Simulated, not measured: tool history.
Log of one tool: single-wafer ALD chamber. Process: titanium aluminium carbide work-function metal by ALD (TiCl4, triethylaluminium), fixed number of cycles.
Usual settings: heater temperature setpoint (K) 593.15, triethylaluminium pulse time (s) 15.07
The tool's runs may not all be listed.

run,hour,heater temperature setpoint (K),triethylaluminium pulse time (s),wafers since the last listed run,hours since the last thermocouple change,hours since the last triethylaluminium bottle change,hours since the showerhead was replaced,hours since the gauge calibration,"read-back reference wafer on the same gauge, thickness_nm",mean film thickness on the monitor wafer (angstrom)
1,0.0,593.15,15.07,0,1451.4,1203.4,7296.4,239.6,2.391,23.17
2,16.4,593.15,15.07,113,1467.8,1219.8,7312.8,256.0,2.392,23.34
3,29.6,593.15,17.23,91,1481.0,1233.0,7326.0,269.2,2.393,23.30
4,42.8,593.15,17.23,91,1494.2,1246.2,7339.2,282.4,2.395,23.32
5,57.2,593.15,15.07,99,1508.6,1260.6,7353.6,296.8,2.398,23.37
6,65.0,593.15,13.13,54,1516.4,1268.4,7361.4,304.6,2.397,23.22
7,81.4,593.15,13.13,113,1532.8,1284.8,7377.8,321.0,2.399,23.17
8,89.9,593.15,15.07,59,1541.3,1293.3,7386.3,329.5,2.398,23.36
9,104.3,593.15,15.07,99,1555.7,1307.7,7400.7,343.9,2.400,23.38
10,139.1,589.15,15.07,241,1590.5,1342.5,7435.5,378.7,2.404,23.08
11,153.3,589.15,15.07,98,1604.7,1356.7,7449.7,392.9,2.406,23.16
12,160.3,589.15,15.07,48,1611.7,1363.7,7456.7,399.9,2.406,23.09
13,170.6,593.15,15.07,71,1622.0,1374.0,7467.0,410.2,2.408,23.39
14,186.4,593.15,15.07,109,1637.8,1389.8,7482.8,426.0,2.408,23.46
15,198.0,580.15,12.41,80,1649.4,1401.4,7494.4,437.6,2.409,22.17
16,205.0,593.15,15.07,48,1656.4,1408.4,7501.4,444.6,2.411,23.48
# hour 229.0: gauge calibrated
# hour 229.1: showerhead replaced
17,249.0,606.15,16.71,249,1700.4,1452.4,19.9,20.0,2.372,24.28
# hour 265.3: thermocouple changed; heater temperature recalibrated
18,265.8,593.15,15.07,61,0.5,1469.2,36.7,36.8,2.372,23.16
19,280.3,584.15,17.71,100,15.0,1483.7,51.2,51.3,2.374,22.38
# hour 298.3: triethylaluminium bottle replaced
20,298.8,589.15,12.01,72,33.5,0.5,69.7,69.8,2.376,22.60
21,309.6,599.15,15.07,74,44.3,11.3,80.5,80.6,2.378,23.54
22,320.3,589.15,15.07,74,55.0,22.0,91.2,91.3,2.379,22.72
23,337.0,600.15,12.15,115,71.7,38.7,107.9,108.0,2.379,23.53
24,345.6,593.15,15.07,59,80.3,47.3,116.5,116.6,2.380,23.17
25,390.7,586.15,17.12,313,125.4,92.4,161.6,161.7,2.385,22.75
26,404.4,582.15,18.04,95,139.1,106.1,175.3,175.4,2.385,22.42

Forecast each of these 4 alternatives for the next run:
A,404.8,593.15,15.07,2,139.5,106.5,175.7,175.8,?,?
B,404.8,600.15,13.56,2,139.5,106.5,175.7,175.8,?,?
C,404.8,601.15,9.89,2,139.5,106.5,175.7,175.8,?,?
D,404.8,579.15,12.51,2,139.5,106.5,175.7,175.8,?,?

run,"read-back reference wafer on the same gauge, thickness_nm",mean film thickness on the monitor wafer (angstrom)
A,2.386,23.25
B,2.386,23.75
C,2.386,23.28
D,2.386,21.92
Without the tool's hidden state the same runs would have given:
run,mean film thickness on the monitor wafer (angstrom)
A,23.09
B,23.58
C,23.12
D,21.78

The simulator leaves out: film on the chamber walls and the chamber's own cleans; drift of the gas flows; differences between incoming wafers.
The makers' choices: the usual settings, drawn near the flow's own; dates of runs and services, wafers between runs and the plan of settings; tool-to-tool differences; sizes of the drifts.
